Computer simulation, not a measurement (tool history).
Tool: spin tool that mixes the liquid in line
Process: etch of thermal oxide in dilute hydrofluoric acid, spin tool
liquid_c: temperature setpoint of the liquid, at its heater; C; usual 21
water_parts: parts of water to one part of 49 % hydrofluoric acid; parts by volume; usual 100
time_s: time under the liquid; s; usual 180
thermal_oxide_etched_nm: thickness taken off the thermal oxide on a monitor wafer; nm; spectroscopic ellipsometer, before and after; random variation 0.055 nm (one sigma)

run   hour  liquid_c  water_parts  time_s  wafers since the last listed run  hours since the thermometer was replaced  hours since the hydrofluoric acid flow meter was replaced  hours since the gauge calibration  read-back film thickness of the thermal oxide reference wafer, read on the same gauge (nm)  thermal_oxide_etched_nm
  1      0        25          100     180                                 0                                      1011                                                     1151.1                              734.8                                                                                          50                     7.05
  2   20.3        18          100     180                               144                                    1031.3                                                     1171.4                              755.1                                                                                       50.02                     5.31
  3     49        18          100     180                               204                                      1060                                                     1200.1                              783.8                                                                                       49.98                      5.3
  4   64.3        21          100     180                               108                                    1075.3                                                     1215.4                              799.1                                                                                          50                     6.09
  5   81.9        21          100     180                               125                                    1092.9                                                       1233                              816.7                                                                                          50                     6.09
  6  113.1        21          100     180                               222                                    1124.1                                                     1264.2                              847.9                                                                                       50.02                     6.06
  7  146.1        21          100     180                               235                                    1157.1                                                     1297.2                              880.9                                                                                       50.01                     6.12
  8  160.1        21          100     180                                99                                    1171.1                                                     1311.2                              894.9                                                                                          50                     6.04
  9  221.2        22          100     180                               435                                    1232.2                                                     1372.3                                956                                                                                       49.99                     6.26
 10  238.5        22          100     180                               123                                    1249.5                                                     1389.6                              973.3                                                                                          50                     6.15
 11  256.6        21          100     100                               128                                    1267.6                                                     1407.7                              991.4                                                                                       50.02                     3.29
 12  278.7        18          100     240                               157                                    1289.7                                                     1429.8                             1013.5                                                                                          50                     7.09
     282.8  -- gauge calibrated
 13  292.3        21           65     180                                96                                    1303.3                                                     1443.4                                9.5                                                                                       49.98                      9.4
     297.9  -- thermometer replaced
 14  306.7        21          130     290                                95                                       8.8                                                     1457.8                               23.9                                                                                          50                      7.7
       328  -- hydrofluoric acid flow meter replaced
 15  330.4        20          100     180                               161                                      32.5                                                        2.4                               47.6                                                                                       49.97                      6.2
 16  350.9        21          100      75                               145                                        53                                                       22.9                               68.1                                                                                       49.99                     2.67
 17  386.5      19.5          145     180                               253                                      88.6                                                       58.5                              103.7                                                                                       50.01                     3.93
 18  400.1        23           55      95                                96                                     102.2                                                       72.1                              117.3                                                                                       49.98                     6.91
 19  417.4        21          100      95                               123                                     119.5                                                       89.4                              134.6                                                                                       50.01                     3.37
 20  451.5      18.5           50     180                               242                                     153.6                                                      123.5                              168.7                                                                                       50.02                    12.41
 21  509.5        21           85     180                               413                                     211.6                                                      181.5                              226.7                                                                                       49.98                     7.66
 22  526.2        21          115     180                               118                                     228.3                                                      198.2                              243.4                                                                                          50                     5.46
 23    547        19           85     140                               148                                     249.1                                                        219                              264.2                                                                                       49.97                     5.39

The next listed run, before its measurement:
 24  565.5        21           85     180                               131                                     267.6                                                      237.5                              282.7                                                                                           ?                        ?

{"run 24": {"read-back film thickness of the thermal oxide reference wafer, read on the same gauge (nm)": 50.01, "thermal_oxide_etched_nm": 7.63}}
Without the tool's hidden state the same run would have given thermal_oxide_etched_nm 7.86 nm.

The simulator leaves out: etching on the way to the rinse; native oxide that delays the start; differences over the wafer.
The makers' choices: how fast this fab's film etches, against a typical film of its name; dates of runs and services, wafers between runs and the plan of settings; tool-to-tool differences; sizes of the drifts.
